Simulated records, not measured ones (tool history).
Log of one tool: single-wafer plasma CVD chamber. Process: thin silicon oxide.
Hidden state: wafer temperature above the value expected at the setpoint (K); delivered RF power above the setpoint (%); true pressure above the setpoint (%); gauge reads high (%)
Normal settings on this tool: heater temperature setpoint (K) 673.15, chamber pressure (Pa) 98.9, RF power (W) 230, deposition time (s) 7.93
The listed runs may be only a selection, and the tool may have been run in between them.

run   hour  heater temperature setpoint (K)  chamber pressure (Pa)  RF power (W)  deposition time (s)  wafers since the last listed run  hours since the last thermocouple change  hours since the last RF generator calibration  hours since the last manometer calibration  hours since the showerhead was replaced  hours since the gauge calibration  read-back reference wafer on the same gauge, thickness_nm  mean film thickness on the monitor wafer (angstrom)
  1      0                           673.15                   98.9           230                 7.93                                 0                                    2896.7                                          975.5                                      1387.1                                   7168.6                               31.2                                                     11.199                                               110.54
  2   16.5                           673.15                   98.9           230                 7.93                               664                                    2913.2                                            992                                      1403.6                                   7185.1                               47.7                                                       11.2                                               110.76
  3   33.3                           673.15                   98.9           230                 7.93                               676                                      2930                                         1008.8                                      1420.4                                   7201.9                               64.5                                                     11.195                                               110.56
  4   45.2                           673.15                   98.9           230                 8.84                               479                                    2941.9                                         1020.7                                      1432.3                                   7213.8                               76.4                                                     11.202                                               123.63
  5   53.7                           673.15                   98.9           230                 7.93                               342                                    2950.4                                         1029.2                                      1440.8                                   7222.3                               84.9                                                       11.2                                               110.88
  6   67.4                           673.15                   98.9           230                 7.93                               551                                    2964.1                                         1042.9                                      1454.5                                     7236                               98.6                                                     11.203                                               110.34
  7   84.8                           673.15                   98.9           230                 7.93                               701                                    2981.5                                         1060.3                                      1471.9                                   7253.4                                116                                                     11.202                                               110.23
  8   96.9                           673.15                   98.9           230                 7.93                               487                                    2993.6                                         1072.4                                        1484                                   7265.5                              128.1                                                     11.201                                               110.41
  9  108.8                           673.15                   98.9           230                 7.93                               479                                    3005.5                                         1084.3                                      1495.9                                   7277.4                                140                                                     11.197                                               110.57
 10  118.3                           673.15                   98.9           230                 7.93                               382                                      3015                                         1093.8                                      1505.4                                   7286.9                              149.5                                                     11.199                                               110.36
       130  -- RF generator calibrated
       136  -- capacitance manometer re-zeroed and calibrated
 11  136.5                           668.15                   98.9           230                 7.93                               166                                    3033.2                                            6.5                                         0.5                                   7305.1                              167.7                                                     11.198                                               114.42
 12  149.9                           668.15                   98.9           230                 7.93                               539                                    3046.6                                           19.9                                        13.9                                   7318.5                              181.1                                                     11.199                                               114.27
 13  156.6                           668.15                   98.9           230                 7.93                               269                                    3053.3                                           26.6                                        20.6                                   7325.2                              187.8                                                     11.207                                               114.01
 14  166.5                           679.15                   85.6           230                 7.93                               398                                    3063.2                                           36.5                                        30.5                                   7335.1                              197.7                                                     11.203                                                98.24
 15  173.1                           673.15                  108.1           230                 7.93                               265                                    3069.8                                           43.1                                        37.1                                   7341.7                              204.3                                                     11.197                                               123.53
 16  186.2                           673.15                   98.9           245                 7.93                               527                                    3082.9                                           56.2                                        50.2                                   7354.8                              217.4                                                     11.202                                               116.67
 17  194.3                           663.15                   77.7           250                 8.35                               326                                      3091                                           64.3                                        58.3                                   7362.9                              225.5                                                     11.208                                                98.38
 18  205.3                           683.15                   98.9           215                 9.24                               443                                      3102                                           75.3                                        69.3                                   7373.9                              236.5                                                     11.197                                               127.58
 19  218.2                           658.15                   98.9           215                  8.9                               519                                    3114.9                                           88.2                                        82.2                                   7386.8                              249.4                                                     11.197                                               125.26
 20  235.6                           673.15                   89.6           230                 7.93                               701                                    3132.3                                          105.6                                        99.6                                   7404.2                              266.8                                                     11.197                                               102.74
     241.8  -- gauge calibrated
 21  245.2                           673.15                   98.9           230                 7.93                               386                                    3141.9                                          115.2                                       109.2                                   7413.8                                3.4                                                     11.195                                               113.29
     256.6  -- thermocouple changed; heater temperature recalibrated
     260.9  -- showerhead replaced
 22  287.6                           673.15                   98.9           230                 7.93                              1210                                        31                                          157.6                                       151.6                                     26.7                               45.8                                                     11.203                                               113.38
 23    300                           684.15                   79.9           215                 7.44                               499                                      43.4                                            170                                         164                                     39.1                               58.2                                                     11.197                                                82.87
 24  307.8                           680.15                   88.7           265                 7.31                               314                                      51.2                                          177.8                                       171.8                                     46.9                                 66                                                     11.205                                                98.18
 25  317.9                           680.15                  115.2           245                 6.58                               406                                      61.3                                          187.9                                       181.9                                       57                               76.1                                                     11.198                                               108.69

The next listed run, before its measurement:
 26  329.3                           673.15                   98.9           230                 7.93                               459                                      72.7                                          199.3                                       193.3                                     68.4                               87.5                                                          ?                                                    ?

{"run 26": {"read-back reference wafer on the same gauge, thickness_nm": 11.199, "mean film thickness on the monitor wafer (angstrom)": 113.03}}
Minus the tool's unlogged condition, the same run would have read mean film thickness on the monitor wafer (angstrom) 115.08.
